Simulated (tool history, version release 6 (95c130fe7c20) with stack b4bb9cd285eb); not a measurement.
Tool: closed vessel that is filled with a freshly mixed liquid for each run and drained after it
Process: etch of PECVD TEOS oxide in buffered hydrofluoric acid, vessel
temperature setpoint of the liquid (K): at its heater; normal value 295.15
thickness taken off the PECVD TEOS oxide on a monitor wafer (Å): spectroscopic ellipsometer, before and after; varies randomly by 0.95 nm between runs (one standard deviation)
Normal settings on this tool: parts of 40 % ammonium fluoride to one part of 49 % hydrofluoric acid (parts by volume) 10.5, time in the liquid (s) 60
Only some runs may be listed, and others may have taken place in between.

run	hour	temperature setpoint of the liquid (K)	parts of 40 % ammonium fluoride to one part of 49 % hydrofluoric acid (parts by volume)	time in the liquid (s)	read-back film thickness of the PECVD TEOS oxide reference wafer, read on the same gauge (nm)	thickness taken off the PECVD TEOS oxide on a monitor wafer (Å)
1	0.0	295.15	10.5	60	150.02	1200.4
2	29.4	295.15	10.5	60	150.00	1197.1
3	40.7	295.15	10.5	60	150.01	1210.4
4	55.0	295.15	10.5	60	150.00	1219.5
5	67.2	295.15	10.5	60	150.00	1199.1
6	74.2	293.65	13.0	60	150.01	913.1
7	83.5	295.15	10.5	85	150.00	1717.5
8	97.6	295.15	10.5	85	150.00	1708.6
9	109.5	295.15	10.5	85	150.01	1711.1
10	123.1	295.15	11.5	75	150.00	1381.6
11	140.7	295.15	11.5	75	150.00	1377.5
# hour 151.8: thermometer replaced
12	155.4	297.15	7.5	35	150.02	1014.4
13	197.9	295.15	12.0	60	149.98	1003.1
14	210.5	295.15	10.5	60	150.00	1129.9
15	224.0	297.15	9.5	60	150.01	1369.4
# hour 235.5: thermometer replaced, repeated, since the last time left the tool worse
16	240.1	297.65	7.0	60	150.00	2283.4
17	249.3	295.15	10.5	60	150.01	1354.6
# hour 255.5: hydrofluoric acid flow meter replaced
18	256.8	298.15	13.0	50	149.99	1074.8
19	270.7	290.15	12.0	60	150.00	890.9
20	284.4	295.15	10.5	60	150.00	1339.7
21	296.6	297.15	10.5	60	150.00	1499.9
22	309.9	295.15	10.5	60	150.00	1336.8
# hour 316.7: gauge calibrated
23	322.5	295.15	10.5	60	150.01	1350.6
24	334.3	295.15	13.0	60	150.00	1081.9
25	347.8	298.15	12.0	75	150.00	1739.6
26	362.1	295.15	10.5	60	150.01	1338.7
27	378.7	297.15	10.5	60	149.98	1507.4
28	396.6	295.15	10.5	60	150.01	1343.7
29	407.2	295.15	13.0	35	149.99	635.6
30	439.7	293.65	13.0	60	149.99	990.4
31	450.3	300.15	10.5	40	150.01	1171.1
32	465.3	299.15	9.0	35	149.98	1091.7
33	482.7	296.65	12.0	60	149.99	1275.3
34	493.2	295.15	12.0	60	149.99	1178.3

Branching from run 34: 3 alternative next runs. What would each branch give?
A	493.9	295.15	7.5	60	?	?
B	493.9	300.15	7.5	70	?	?
C	493.9	298.15	13.0	85	?	?

run	read-back film thickness of the PECVD TEOS oxide reference wafer, read on the same gauge (nm)	thickness taken off the PECVD TEOS oxide on a monitor wafer (Å)
A	150.01	1820.0
B	150.01	2787.4
C	150.01	1807.1
Take away the tool's hidden state, keep each run's random variation, and the runs would have read:
run	thickness taken off the PECVD TEOS oxide on a monitor wafer (Å)
A	1858.6
B	2844.6
C	1844.7
